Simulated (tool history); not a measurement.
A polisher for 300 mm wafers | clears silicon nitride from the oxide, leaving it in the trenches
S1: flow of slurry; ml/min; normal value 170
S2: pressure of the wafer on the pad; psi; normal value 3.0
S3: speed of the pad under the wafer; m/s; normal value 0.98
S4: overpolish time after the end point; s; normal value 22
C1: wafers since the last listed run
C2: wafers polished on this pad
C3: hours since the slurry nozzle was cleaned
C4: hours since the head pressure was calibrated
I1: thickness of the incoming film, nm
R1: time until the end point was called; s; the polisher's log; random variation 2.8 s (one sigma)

{"run": 1, "day": 0.0, "S1": 170, "S2": 3.0, "S3": 0.98, "S4": 27, "C1": 0, "C2": 519, "C3": 223.6, "C4": 727.6, "I1": 144.6, "R1": 160.3}
{"run": 2, "day": 0.571, "S1": 170, "S2": 3.0, "S3": 0.98, "S4": 22, "C1": 89, "C2": 609, "C3": 237.3, "C4": 741.3, "I1": 146.9, "R1": 165.3}
{"run": 3, "day": 2.033, "S1": 170, "S2": 3.2, "S3": 0.98, "S4": 22, "C1": 228, "C2": 838, "C3": 272.4, "C4": 776.4, "I1": 144.7, "R1": 159.3}
{"run": 4, "day": 3.479, "S1": 170, "S2": 3.2, "S3": 0.98, "S4": 22, "C1": 226, "C2": 1064, "C3": 307.1, "C4": 811.1, "I1": 142.9, "R1": 150.6}
{"day": 3.971, "done": "slurry nozzle cleaned"}
{"run": 5, "day": 4.079, "S1": 170, "S2": 3.7, "S3": 0.98, "S4": 22, "C1": 87, "C2": 1151, "C3": 2.6, "C4": 825.5, "I1": 145.7, "R1": 140.1}
{"day": 4.646, "done": "worn pad replaced by a new one"}
{"run": 6, "day": 5.196, "S1": 170, "S2": 3.0, "S3": 0.98, "S4": 22, "C1": 148, "C2": 86, "C3": 29.4, "C4": 852.3, "I1": 144.9, "R1": 162.5}
{"run": 7, "day": 5.738, "S1": 170, "S2": 3.0, "S3": 0.98, "S4": 22, "C1": 84, "C2": 171, "C3": 42.4, "C4": 865.3, "I1": 146.4, "R1": 170.4}
{"run": 8, "day": 6.925, "S1": 170, "S2": 3.0, "S3": 0.98, "S4": 22, "C1": 185, "C2": 356, "C3": 70.9, "C4": 893.8, "I1": 143.8, "R1": 165.0}
{"run": 9, "day": 10.692, "S1": 170, "S2": 3.0, "S3": 0.98, "S4": 22, "C1": 589, "C2": 946, "C3": 161.3, "C4": 984.2, "I1": 143.5, "R1": 166.6}
{"run": 10, "day": 11.346, "S1": 170, "S2": 3.0, "S3": 0.98, "S4": 22, "C1": 102, "C2": 1048, "C3": 177.0, "C4": 999.9, "I1": 144.5, "R1": 164.4}
{"run": 11, "day": 12.654, "S1": 170, "S2": 3.0, "S3": 0.98, "S4": 22, "C1": 204, "C2": 1253, "C3": 208.4, "C4": 1031.3, "I1": 144.7, "R1": 164.9}
{"run": 12, "day": 13.688, "S1": 170, "S2": 3.0, "S3": 0.98, "S4": 22, "C1": 161, "C2": 1415, "C3": 233.2, "C4": 1056.1, "I1": 146.7, "R1": 163.1}
{"day": 13.858, "done": "worn pad replaced by a new one"}
{"run": 13, "day": 15.175, "S1": 195, "S2": 3.0, "S3": 0.98, "S4": 22, "C1": 206, "C2": 205, "C3": 268.9, "C4": 1091.8, "I1": 145.5, "R1": 162.7}
{"run": 14, "day": 15.804, "S1": 220, "S2": 3.0, "S3": 0.98, "S4": 22, "C1": 98, "C2": 304, "C3": 284.0, "C4": 1106.9, "I1": 146.0, "R1": 165.2}
{"run": 15, "day": 17.229, "S1": 220, "S2": 3.0, "S3": 0.98, "S4": 22, "C1": 223, "C2": 527, "C3": 318.2, "C4": 1141.1, "I1": 143.8, "R1": 154.8}
{"run": 16, "day": 18.054, "S1": 170, "S2": 3.0, "S3": 0.98, "S4": 22, "C1": 129, "C2": 656, "C3": 338.0, "C4": 1160.9, "I1": 146.2, "R1": 166.7}
{"run": 17, "day": 19.375, "S1": 170, "S2": 3.0, "S3": 0.98, "S4": 22, "C1": 206, "C2": 863, "C3": 369.7, "C4": 1192.6, "I1": 143.2, "R1": 162.5}
{"day": 19.642, "done": "slurry nozzle cleaned"}
{"run": 18, "day": 19.983, "S1": 170, "S2": 3.2, "S3": 0.98, "S4": 22, "C1": 88, "C2": 951, "C3": 8.2, "C4": 1207.2, "I1": 145.0, "R1": 154.7}
{"run": 19, "day": 21.383, "S1": 115, "S2": 3.7, "S3": 0.88, "S4": 22, "C1": 219, "C2": 1170, "C3": 41.8, "C4": 1240.8, "I1": 146.1, "R1": 175.0}
{"day": 21.988, "done": "worn pad replaced by a new one"}
{"run": 20, "day": 22.571, "S1": 150, "S2": 3.5, "S3": 1.08, "S4": 22, "C1": 159, "C2": 91, "C3": 70.3, "C4": 1269.3, "I1": 146.1, "R1": 139.4}
{"run": 21, "day": 23.396, "S1": 190, "S2": 3.9, "S3": 0.98, "S4": 22, "C1": 129, "C2": 220, "C3": 90.1, "C4": 1289.1, "I1": 146.1, "R1": 131.4}
{"run": 22, "day": 24.712, "S1": 145, "S2": 3.4, "S3": 1.26, "S4": 11, "C1": 206, "C2": 426, "C3": 121.7, "C4": 1320.7, "I1": 144.1, "R1": 123.3}
{"day": 24.821, "done": "head pressure recalibrated"}
{"run": 23, "day": 25.588, "S1": 170, "S2": 3.0, "S3": 0.98, "S4": 22, "C1": 123, "C2": 550, "C3": 142.7, "C4": 18.4, "I1": 145.7, "R1": 165.9}
{"run": 24, "day": 26.179, "S1": 170, "S2": 3.0, "S3": 0.98, "S4": 22, "C1": 92, "C2": 642, "C3": 156.9, "C4": 32.6, "I1": 145.2, "R1": 161.5}
{"run": 25, "day": 26.75, "S1": 170, "S2": 3.0, "S3": 0.98, "S4": 22, "C1": 89, "C2": 732, "C3": 170.6, "C4": 46.3, "I1": 142.8, "R1": 160.2}
{"run": 26, "day": 27.271, "S1": 170, "S2": 3.5, "S3": 0.98, "S4": 22, "C1": 81, "C2": 813, "C3": 183.1, "C4": 58.8, "I1": 146.1, "R1": 145.2}
{"run": 27, "day": 27.892, "S1": 170, "S2": 3.0, "S3": 0.98, "S4": 22, "C1": 97, "C2": 910, "C3": 198.0, "C4": 73.7, "I1": 143.5, "R1": 163.1}
{"run": 28, "day": 28.775, "S1": 170, "S2": 3.0, "S3": 0.98, "S4": 22, "C1": 138, "C2": 1049, "C3": 219.2, "C4": 94.9, "I1": 144.3, "R1": 162.8}
{"day": 29.592, "done": "worn pad replaced by a new one"}
{"run": 29, "day": 29.646, "S1": 220, "S2": 3.0, "S3": 0.72, "S4": 11, "C1": 110, "C2": 8, "C3": 240.1, "C4": 115.8, "I1": 144.8, "R1": 208.5}
{"run": 30, "day": 30.312, "S1": 170, "S2": 3.0, "S3": 0.7, "S4": 22, "C1": 104, "C2": 112, "C3": 256.1, "C4": 131.8, "I1": 144.7, "R1": 215.3}
{"run": 31, "day": 31.692, "S1": 190, "S2": 2.7, "S3": 0.98, "S4": 14, "C1": 215, "C2": 328, "C3": 289.2, "C4": 164.9, "I1": 146.2, "R1": 176.0}
{"day": 32.433, "done": "slurry nozzle cleaned"}
{"run": 32, "day": 32.9, "S1": 135, "S2": 3.0, "S3": 0.66, "S4": 22, "C1": 182, "C2": 510, "C3": 11.2, "C4": 193.9, "I1": 143.5, "R1": 236.8}
{"run": 33, "day": 34.079, "S1": 130, "S2": 2.7, "S3": 1.26, "S4": 22, "C1": 184, "C2": 695, "C3": 39.5, "C4": 222.2, "I1": 146.8, "R1": 150.1}
{"run": 34, "day": 34.633, "S1": 145, "S2": 2.7, "S3": 0.98, "S4": 22, "C1": 86, "C2": 782, "C3": 52.8, "C4": 235.5, "I1": 147.1, "R1": 179.8}
{"run": 35, "day": 35.379, "S1": 185, "S2": 3.0, "S3": 0.82, "S4": 22, "C1": 116, "C2": 898, "C3": 70.7, "C4": 253.4, "I1": 146.7, "R1": 188.4}
{"run": 36, "day": 36.312, "S1": 170, "S2": 3.0, "S3": 0.98, "S4": 22, "C1": 146, "C2": 1045, "C3": 93.1, "C4": 275.8, "I1": 146.8, "R1": 165.0}
{"day": 36.896, "done": "worn pad replaced by a new one"}
{"run": 37, "day": 36.917, "S1": 170, "S2": 3.0, "S3": 0.98, "S4": 22, "C1": 68, "C2": 3, "C3": 107.6, "C4": 290.3, "I1": 146.4, "R1": 166.7}

Hidden state at the last listed run before each entry between runs and at the first one after, where it differs:
After run 4, before run 5: slurry nozzle cleaned (day 3.971)
  the hidden state is the same at both runs
After run 5, before run 6: worn pad replaced by a new one (day 4.646)
  the hidden state is the same at both runs
After run 12, before run 13: worn pad replaced by a new one (day 13.858)
  the hidden state is the same at both runs
After run 17, before run 18: slurry nozzle cleaned (day 19.642)
  the hidden state is the same at both runs
After run 19, before run 20: worn pad replaced by a new one (day 21.988)
  the hidden state is the same at both runs
After run 22, before run 23: head pressure recalibrated (day 24.821)
  the hidden state is the same at both runs
After run 28, before run 29: worn pad replaced by a new one (day 29.592)
  the hidden state is the same at both runs
After run 31, before run 32: slurry nozzle cleaned (day 32.433)
  the hidden state is the same at both runs
After run 36, before run 37: worn pad replaced by a new one (day 36.896)
  the hidden state is the same at both runs
